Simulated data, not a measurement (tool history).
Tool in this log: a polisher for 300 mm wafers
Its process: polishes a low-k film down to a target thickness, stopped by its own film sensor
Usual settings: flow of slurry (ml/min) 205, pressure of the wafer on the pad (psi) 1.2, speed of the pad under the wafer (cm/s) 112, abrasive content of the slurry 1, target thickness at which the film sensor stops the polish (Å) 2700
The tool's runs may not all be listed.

run   hour  flow of slurry (ml/min)  pressure of the wafer on the pad (psi)  speed of the pad under the wafer (cm/s)  abrasive content of the slurry  target thickness at which the film sensor stops the polish (Å)  incoming thickness of the incoming film, nm  time until the film sensor stopped the polish (s)
  1      0                      240                                     1.2                                      124                            0.75                                                            2640                                        289.6                                              137.5
  2     14                      205                                     1.2                                      112                             0.8                                                            2670                                        293.1                                              148.4
  3     27                      205                                     1.3                                       76                               1                                                            2700                                          287                                              108.4
  4   55.1                      250                                     1.2                                      112                               1                                                            2700                                        288.3                                               92.7
  5   74.9                      160                                     1.5                                      112                             0.9                                                            2750                                        293.7                                               86.9
  6   87.5                      205                                     1.2                                      112                               1                                                            2700                                          290                                              102.3
  7  109.9                      205                                     0.9                                      112                               1                                                            2700                                        295.2                                                166
     116.6  -- worn pad replaced by a new one, of another model than before
  8  138.7                      225                                       1                                      112                               1                                                            2700                                          286                                               91.8
  9  151.4                      205                                     1.1                                      112                               1                                                            2700                                        284.6                                               81.8
     157.3  -- slurry nozzle cleaned
     172.5  -- slurry blender recalibrated
     174.4  -- conditioning disc replaced and pad reconditioned
 10  175.7                      205                                     1.2                                      112                               1                                                            2700                                        295.6                                              121.2
 11  210.3                      205                                       1                                       78                               1                                                            2700                                          290                                              131.3
 12  231.6                      205                                     1.2                                      112                               1                                                            2700                                        288.3                                               87.2
 13  261.5                      180                                     1.3                                      112                               1                                                            2750                                        291.5                                               77.6
 14    277                      205                                     1.2                                      112                               1                                                            2700                                        284.3                                               71.2
 15  312.9                      205                                     1.5                                      112                               1                                                            2720                                        288.3                                               67.7
 16  331.8                      185                                     0.9                                      112                             1.1                                                            2760                                          288                                               69.7
     359.2  -- head pressure recalibrated
 17  359.7                      245                                     1.2                                      126                               1                                                            2750                                        295.4                                               93.3
     376.4  -- worn pad replaced by a new one
 18  376.9                      205                                     1.5                                      112                               1                                                            2700                                        287.7                                               80.1
 19  407.2                      205                                     1.2                                      112                               1                                                            2700                                        288.9                                                 96
     439.9  -- conditioning disc replaced and pad reconditioned
 20  440.4                      205                                     1.2                                      112                               1                                                            2700                                        286.3                                               77.9
 21  470.3                      185                                     1.2                                      112                               1                                                            2700                                        290.3                                               98.7
     493.9  -- slurry nozzle cleaned
 22  570.5                      205                                     1.2                                      112                               1                                                            2700                                        288.1                                               86.8
 23  596.1                      205                                     1.2                                      112                             1.3                                                            2750                                        287.4                                               53.2
       619  -- worn pad replaced by a new one
 24  619.5                      135                                       1                                      112                            0.75                                                            2700                                        294.5                                                193

Each row is a separate what-if for the run after 24, all from the same tool condition, not one after another. Results?
  A   620                      205                                     1.2                                       92                               1                                                            2700                                        291.6                                                  ?
  B   620                      205                                     1.3                                      112                               1                                                            2640                                        291.6                                                  ?
  C   620                      145                                     1.2                                      142                            0.75                                                            2740                                        291.6                                                  ?
  D   620                      205                                     1.2                                       78                               1                                                            2700                                        291.6                                                  ?
  E   620                      205                                     1.2                                      124                             0.8                                                            2700                                        291.6                                                  ?

run  time until the film sensor stopped the polish (s)
  A                                              121.9
  B                                              132.5
  C                                              101.9
  D                                                133
  E                                              117.8
With the hidden condition removed and each run's random variation left untouched, the same runs would have given:
run  time until the film sensor stopped the polish (s)
  A                                              112.3
  B                                              120.3
  C                                               91.6
  D                                              123.4
  E                                              106.8

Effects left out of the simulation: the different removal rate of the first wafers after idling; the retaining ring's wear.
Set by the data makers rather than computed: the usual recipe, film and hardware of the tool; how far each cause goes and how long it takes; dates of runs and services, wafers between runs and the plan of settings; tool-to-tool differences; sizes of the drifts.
